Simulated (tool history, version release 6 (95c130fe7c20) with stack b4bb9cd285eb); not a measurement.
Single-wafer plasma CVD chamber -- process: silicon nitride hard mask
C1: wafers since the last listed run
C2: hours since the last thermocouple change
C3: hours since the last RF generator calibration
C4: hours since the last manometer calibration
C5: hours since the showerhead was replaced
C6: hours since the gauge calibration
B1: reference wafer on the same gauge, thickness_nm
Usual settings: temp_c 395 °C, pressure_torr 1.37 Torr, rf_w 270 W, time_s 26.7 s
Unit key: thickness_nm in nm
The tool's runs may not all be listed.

Run 1, day 0: usual settings; C1 0; C2 2216; C3 2031.4; C4 694.9; C5 7488.2; C6 1573.4; B1 24.743. Result: thickness_nm 24.677 nm.
At day 0.904: gauge calibrated.
Run 2, day 2.212: usual settings; C1 781; C2 2269.1; C3 2084.5; C4 748; C5 7541.3; C6 31.4; B1 24.735. Result: thickness_nm 24.814 nm.
Run 3, day 4.8: usual settings; C1 913; C2 2331.2; C3 2146.6; C4 810.1; C5 7603.4; C6 93.5; B1 24.712. Result: thickness_nm 24.772 nm.
At day 6.579: showerhead replaced, of another model than before.
Run 4, day 7.117: usual settings but time_s 24.3 s; C1 700; C2 2386.8; C3 2202.2; C4 865.7; C5 12.9; C6 149.1; B1 24.701. Result: thickness_nm 22.43 nm.
At day 9.338: RF generator calibrated.
Run 5, day 9.379: usual settings but time_s 24.3 s; C1 681; C2 2441.1; C3 1; C4 920; C5 67.2; C6 203.4; B1 24.656. Result: thickness_nm 22.377 nm.
Run 6, day 11.883: usual settings; C1 884; C2 2501.2; C3 61.1; C4 980.1; C5 127.3; C6 263.5; B1 24.664. Result: thickness_nm 24.441 nm.
Run 7, day 13.504: usual settings but temp_c 387 °C; C1 572; C2 2540.1; C3 100; C4 1019; C5 166.2; C6 302.4; B1 24.664. Result: thickness_nm 24.213 nm.
Run 8, day 14.942: usual settings; C1 507; C2 2574.6; C3 134.5; C4 1053.5; C5 200.7; C6 336.9; B1 24.731. Result: thickness_nm 24.288 nm.
Run 9, day 16.762: usual settings; C1 642; C2 2618.3; C3 178.2; C4 1097.2; C5 244.4; C6 380.6; B1 24.696. Result: thickness_nm 24.046 nm.
At day 17.2: capacitance manometer re-zeroed and calibrated.
At day 18.292: thermocouple changed; heater temperature recalibrated.
Run 10, day 18.312: usual settings; C1 311; C2 0.5; C3 215.4; C4 26.7; C5 281.6; C6 417.8; B1 24.679. Result: thickness_nm 24.573 nm.
Run 11, day 21.117: usual settings; C1 990; C2 67.8; C3 282.7; C4 94; C5 348.9; C6 485.1; B1 24.675. Result: thickness_nm 24.915 nm.
Run 12, day 22.442: usual settings; C1 467; C2 99.6; C3 314.5; C4 125.8; C5 380.7; C6 516.9; B1 24.72. Result: thickness_nm 24.929 nm.
Run 13, day 24.188: usual settings but pressure_torr 1.23 Torr, time_s 31.7 s; C1 616; C2 141.5; C3 356.4; C4 167.7; C5 422.6; C6 558.8; B1 24.736. Result: thickness_nm 27.938 nm.
Run 14, day 26.65: usual settings but temp_c 402 °C, time_s 31.9 s; C1 869; C2 200.6; C3 415.5; C4 226.8; C5 481.7; C6 617.9; B1 24.669. Result: thickness_nm 29.289 nm.
Run 15, day 28.267: usual settings; C1 570; C2 239.4; C3 454.3; C4 265.6; C5 520.5; C6 656.7; B1 24.75. Result: thickness_nm 24.703 nm.
Run 16, day 29.642: usual settings; C1 485; C2 272.4; C3 487.3; C4 298.6; C5 553.5; C6 689.7; B1 24.687. Result: thickness_nm 24.933 nm.
Run 17, day 31.375: usual settings but temp_c 388 °C, rf_w 315 W, time_s 23.4 s; C1 611; C2 314; C3 528.9; C4 340.2; C5 595.1; C6 731.3; B1 24.644. Result: thickness_nm 24.021 nm.
Run 18, day 33.5: usual settings but pressure_torr 1.17 Torr, rf_w 220 W; C1 750; C2 365; C3 579.9; C4 391.2; C5 646.1; C6 782.3; B1 24.741. Result: thickness_nm 19.883 nm.
Run 19, day 36.338: usual settings but temp_c 401 °C; C1 1001; C2 433.1; C3 648; C4 459.3; C5 714.2; C6 850.4; B1 24.735. Result: thickness_nm 24.754 nm.
Run 20, day 37.783: usual settings but temp_c 383 °C, rf_w 250 W, time_s 23.8 s; C1 510; C2 467.8; C3 682.7; C4 494; C5 748.9; C6 885.1; B1 24.731. Result: thickness_nm 21.104 nm.
Run 21, day 39.883: usual settings; C1 741; C2 518.2; C3 733.1; C4 544.4; C5 799.3; C6 935.5; B1 24.693. Result: thickness_nm 24.672 nm.
Run 22, day 40.904: usual settings but temp_c 405 °C, pressure_torr 1.61 Torr, rf_w 300 W, time_s 25.1 s; C1 360; C2 542.7; C3 757.6; C4 568.9; C5 823.8; C6 960; B1 24.721. Result: thickness_nm 26.206 nm.
Run 23, day 42.275: usual settings but pressure_torr 1.61 Torr, rf_w 245 W; C1 484; C2 575.6; C3 790.5; C4 601.8; C5 856.7; C6 992.9; B1 24.724. Result: thickness_nm 24.8 nm.
Run 24, day 44.017: usual settings; C1 614; C2 617.4; C3 832.3; C4 643.6; C5 898.5; C6 1034.7; B1 24.709. Result: thickness_nm 24.6 nm.
Run 25, day 46.492: usual settings but temp_c 402 °C, rf_w 225 W, time_s 30.7 s; C1 873; C2 676.8; C3 891.7; C4 703; C5 957.9; C6 1094.1; B1 24.732. Result: thickness_nm 24.699 nm.
Run 26, day 48.412: usual settings but time_s 28.4 s; C1 678; C2 722.9; C3 937.8; C4 749.1; C5 1004; C6 1140.2; B1 24.702. Result: thickness_nm 25.964 nm.
Run 27, day 49.617: usual settings but temp_c 404 °C, rf_w 285 W, time_s 25 s; C1 425; C2 751.8; C3 966.7; C4 778; C5 1032.9; C6 1169.1; B1 24.66. Result: thickness_nm 23.634 nm.
Run 28, day 51.975: usual settings but time_s 29.3 s; C1 832; C2 808.4; C3 1023.3; C4 834.6; C5 1089.5; C6 1225.7; B1 24.694. Result: thickness_nm 26.571 nm.

Hidden state, per run?
wafer temperature above the value expected at the setpoint (K): 0 in every run
delivered RF power above the setpoint (%): 0 in every run
gauge reads high (%): 0 in every run
H1: true pressure above the setpoint (%)
run      H1
  1   -1.63
  2   -2.07
  3   -2.62
  4   -3.14
  5   -3.69
  6   -4.34
  7   -4.78
  8   -5.19
  9   -5.72
 10  -0.724
 11   -0.77
 12  -0.809
 13  -0.879
 14   -1.01
 15   -1.12
 16   -1.22
 17   -1.38
 18   -1.59
 19   -1.91
 20    -2.1
 21    -2.4
 22   -2.55
 23   -2.77
 24   -3.07
 25   -3.52
 26    -3.9
 27   -4.15
 28   -4.66
